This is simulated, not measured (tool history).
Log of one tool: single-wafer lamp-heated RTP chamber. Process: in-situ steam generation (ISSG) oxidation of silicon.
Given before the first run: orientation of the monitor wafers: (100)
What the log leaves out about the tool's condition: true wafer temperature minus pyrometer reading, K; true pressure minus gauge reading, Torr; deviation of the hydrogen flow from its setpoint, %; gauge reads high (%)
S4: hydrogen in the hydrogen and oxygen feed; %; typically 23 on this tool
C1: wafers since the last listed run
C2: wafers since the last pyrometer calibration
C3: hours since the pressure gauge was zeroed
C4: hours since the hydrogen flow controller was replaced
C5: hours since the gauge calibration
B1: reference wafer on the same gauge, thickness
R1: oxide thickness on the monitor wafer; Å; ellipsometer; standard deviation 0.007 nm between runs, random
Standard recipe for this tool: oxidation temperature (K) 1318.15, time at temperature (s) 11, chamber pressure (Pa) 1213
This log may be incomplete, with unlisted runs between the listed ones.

run 1 hour=0 | oxidation_temperature_(K)=1318.15 time_at_temperature_(s)=11 chamber_pressure_(Pa)=1213 S4=19 | C1=0 C2=4400 C3=4653.9 C4=3753 C5=634.1 | B1=5.131 | R1=45.16
run 2 hour=15.1 | oxidation_temperature_(K)=1318.15 time_at_temperature_(s)=11 chamber_pressure_(Pa)=1213 S4=19 | C1=131 C2=4532 C3=4669 C4=3768.1 C5=649.2 | B1=5.128 | R1=45.35
-- hour=43.1 gauge calibrated
run 3 hour=43.5 | oxidation_temperature_(K)=1318.15 time_at_temperature_(s)=11 chamber_pressure_(Pa)=1360 S4=23 | C1=247 C2=4780 C3=4697.4 C4=3796.5 C5=0.4 | B1=5.131 | R1=46.31
run 4 hour=60.9 | oxidation_temperature_(K)=1318.15 time_at_temperature_(s)=11 chamber_pressure_(Pa)=1360 S4=23 | C1=151 C2=4931 C3=4714.8 C4=3813.9 C5=17.8 | B1=5.13 | R1=46.33
-- hour=77.4 pyrometer window cleaned and pyrometer calibrated
run 5 hour=90 | oxidation_temperature_(K)=1318.15 time_at_temperature_(s)=11 chamber_pressure_(Pa)=1360 S4=23 | C1=183 C2=110 C3=4743.9 C4=3843 C5=46.9 | B1=5.128 | R1=45.92
run 6 hour=112.6 | oxidation_temperature_(K)=1318.15 time_at_temperature_(s)=13 chamber_pressure_(Pa)=1213 S4=23 | C1=197 C2=307 C3=4766.5 C4=3865.6 C5=69.5 | B1=5.13 | R1=51.01
run 7 hour=190.8 | oxidation_temperature_(K)=1318.15 time_at_temperature_(s)=13 chamber_pressure_(Pa)=1213 S4=23 | C1=681 C2=989 C3=4844.7 C4=3943.8 C5=147.7 | B1=5.125 | R1=51.18
run 8 hour=210.5 | oxidation_temperature_(K)=1318.15 time_at_temperature_(s)=13 chamber_pressure_(Pa)=1213 S4=23 | C1=171 C2=1160 C3=4864.4 C4=3963.5 C5=167.4 | B1=5.129 | R1=51.01
run 9 hour=227.4 | oxidation_temperature_(K)=1318.15 time_at_temperature_(s)=9 chamber_pressure_(Pa)=1280 S4=23 | C1=147 C2=1308 C3=4881.3 C4=3980.4 C5=184.3 | B1=5.129 | R1=42.36
run 10 hour=248.7 | oxidation_temperature_(K)=1318.15 time_at_temperature_(s)=8 chamber_pressure_(Pa)=1213 S4=23 | C1=185 C2=1494 C3=4902.6 C4=4001.7 C5=205.6 | B1=5.131 | R1=40.49
run 11 hour=266.1 | oxidation_temperature_(K)=1318.15 time_at_temperature_(s)=8 chamber_pressure_(Pa)=1213 S4=23 | C1=151 C2=1645 C3=4920 C4=4019.1 C5=223 | B1=5.132 | R1=40.4
run 12 hour=289 | oxidation_temperature_(K)=1318.15 time_at_temperature_(s)=8 chamber_pressure_(Pa)=1213 S4=23 | C1=199 C2=1845 C3=4942.9 C4=4042 C5=245.9 | B1=5.13 | R1=40.4
run 13 hour=303.9 | oxidation_temperature_(K)=1318.15 time_at_temperature_(s)=14 chamber_pressure_(Pa)=1213 S4=23 | C1=129 C2=1975 C3=4957.8 C4=4056.9 C5=260.8 | B1=5.127 | R1=52.87

The next listed run, before its measurement:
run 14 hour=339.2 | oxidation_temperature_(K)=1328.15 time_at_temperature_(s)=14 chamber_pressure_(Pa)=1120 S4=23 | C1=307 C2=2283 C3=4993.1 C4=4092.2 C5=296.1 | B1=? | R1=?

For run 14 the tool returned B1 5.13, R1 56.21 Å.
Take away the tool's hidden state, keep the run-to-run variation as it was, and the same run would have given R1 55.98 Å.
